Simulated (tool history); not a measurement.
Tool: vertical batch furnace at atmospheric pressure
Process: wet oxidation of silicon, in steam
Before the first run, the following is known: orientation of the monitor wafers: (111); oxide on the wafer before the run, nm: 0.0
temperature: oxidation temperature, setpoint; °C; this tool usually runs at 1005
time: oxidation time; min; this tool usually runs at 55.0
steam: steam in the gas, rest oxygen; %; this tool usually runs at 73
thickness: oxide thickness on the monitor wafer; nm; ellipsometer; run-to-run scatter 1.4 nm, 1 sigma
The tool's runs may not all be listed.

run    hour  temperature  time  steam  wafers since the last listed run  hours since the last temperature calibration  hours since the steam generator was serviced  hours since the gauge calibration  read-back reference wafer on the same gauge, thickness  thickness
  1     0.0         1005  60.5     73                                 0                                        1872.7                                        2884.9                              352.0                                                  333.70     429.02
  2    17.5         1005  60.5     73                               260                                        1890.2                                        2902.4                              369.5                                                  334.19     426.69
  3    52.1         1005  55.0     73                               515                                        1924.8                                        2937.0                              404.1                                                  333.99     401.45
  4    87.1         1005  55.0     73                               521                                        1959.8                                        2972.0                              439.1                                                  334.01     405.01
  5   111.4         1005  55.0     73                               361                                        1984.1                                        2996.3                              463.4                                                  333.82     405.12
  6   130.1         1005  55.0     73                               278                                        2002.8                                        3015.0                              482.1                                                  334.25     402.28
  7   146.9         1005  55.0     73                               250                                        2019.6                                        3031.8                              498.9                                                  334.01     403.64
  8   174.2         1005  55.0     73                               406                                        2046.9                                        3059.1                              526.2                                                  333.85     399.61
  9   205.6         1005  55.0     73                               467                                        2078.3                                        3090.5                              557.6                                                  333.58     403.36
 10   230.4         1005  55.0     73                               369                                        2103.1                                        3115.3                              582.4                                                  334.26     401.90
 11   259.0         1005  55.0     73                               425                                        2131.7                                        3143.9                              611.0                                                  334.28     401.33
 12   287.8         1005  55.0     73                               428                                        2160.5                                        3172.7                              639.8                                                  334.12     403.25
      323.6  -- thermocouples replaced and temperature profile calibrated
 13   324.1         1005  55.0     73                               183                                           0.5                                        3209.0                              676.1                                                  334.01     390.81
 14   328.4         1005  55.0     73                                46                                           4.8                                        3213.3                              680.4                                                  334.13     387.97
      351.2  -- steam generator serviced
 15   352.3         1005  55.0     73                                15                                          28.7                                           1.1                              704.3                                                  334.32     408.56
 16   377.9         1026  74.0     69                               381                                          54.3                                          26.7                              729.9                                                  333.76     528.62
 17   390.1          996  41.5     65                               181                                          66.5                                          38.9                              742.1                                                  334.16     299.36
 18   402.6         1022  55.0     73                               186                                          79.0                                          51.4                              754.6                                                  334.45     450.25
 19   436.8          980  67.0     73                               509                                         113.2                                          85.6                              788.8                                                  333.70     399.91
 20   459.2         1005  55.0     73                               333                                         135.6                                         108.0                              811.2                                                  333.93     408.13
 21   495.2         1005  55.0     73                               536                                         171.6                                         144.0                              847.2                                                  334.04     411.54
 22   530.3          994  80.5     73                               522                                         206.7                                         179.1                              882.3                                                  333.75     485.83
 23   564.8         1005  41.0     73                               513                                         241.2                                         213.6                              916.8                                                  334.45     341.56
 24   591.8         1005  55.0     73                               402                                         268.2                                         240.6                              943.8                                                  333.72     409.97
 25   605.4          992  77.0     68                               202                                         281.8                                         254.2                              957.4                                                  334.20     449.15
 26   640.7          983  80.5     85                               525                                         317.1                                         289.5                              992.7                                                  334.62     502.91
 27   672.1         1005  69.5     81                               467                                         348.5                                         320.9                             1024.1                                                  333.80     502.51
      714.0  -- gauge calibrated
 28   757.0         1005  55.0     79                              1264                                         433.4                                         405.8                               43.0                                                  334.38     432.40
 29   801.3         1005  55.0     68                               659                                         477.7                                         450.1                               87.3                                                  333.62     391.25
 30   819.4         1005  55.0     73                               269                                         495.8                                         468.2                              105.4                                                  334.14     407.64
 31   837.4         1011  71.0     80                               268                                         513.8                                         486.2                              123.4                                                  333.98     523.39
 32   854.7          983  55.0     73                               257                                         531.1                                         503.5                              140.7                                                  333.87     357.44
 33   883.9          989  77.5     65                               434                                         560.3                                         532.7                              169.9                                                  333.74     427.82
 34   913.5         1026  55.0     83                               440                                         589.9                                         562.3                              199.5                                                  333.67     495.67
 35   929.0          991  77.5     73                               230                                         605.4                                         577.8                              215.0                                                  333.90     466.18
 36   953.6         1005  55.0     73                               366                                         630.0                                         602.4                              239.6                                                  333.80     411.26
 37   976.2         1005  55.0     65                               336                                         652.6                                         625.0                              262.2                                                  334.21     380.77
 38   994.1         1021  55.0     73                               266                                         670.5                                         642.9                              280.1                                                  333.67     447.78
 39  1029.8         1021  46.0     62                               531                                         706.2                                         678.6                              315.8                                                  333.91     362.66

What the log doesn't show, run by run:
gauge reads high (%): 0 in every run
H1: true tube temperature minus thermocouple reading, K
H2: steam share off its setpoint, % of the setpoint
run     H1      H2
  1   5.03   -7.24
  2   5.07   -7.27
  3   5.15   -7.35
  4   5.23   -7.43
  5   5.29   -7.48
  6   5.33   -7.52
  7   5.37   -7.56
  8   5.43   -7.62
  9    5.5   -7.69
 10   5.56   -7.74
 11   5.63    -7.8
 12    5.7   -7.87
 13  0.274   -7.95
 14  0.284   -7.95
 15   0.34  -0.375
 16    0.4  -0.431
 17  0.428  -0.457
 18  0.457  -0.485
 19  0.537   -0.56
 20  0.589  -0.609
 21  0.673  -0.687
 22  0.755  -0.764
 23  0.835   -0.84
 24  0.898  -0.899
 25   0.93  -0.929
 26   1.01   -1.01
 27   1.09   -1.07
 28   1.28   -1.26
 29   1.39   -1.36
 30   1.43    -1.4
 31   1.47   -1.44
 32   1.51   -1.47
 33   1.58   -1.54
 34   1.65    -1.6
 35   1.68   -1.64
 36   1.74   -1.69
 37   1.79   -1.74
 38   1.84   -1.78
 39   1.92   -1.86
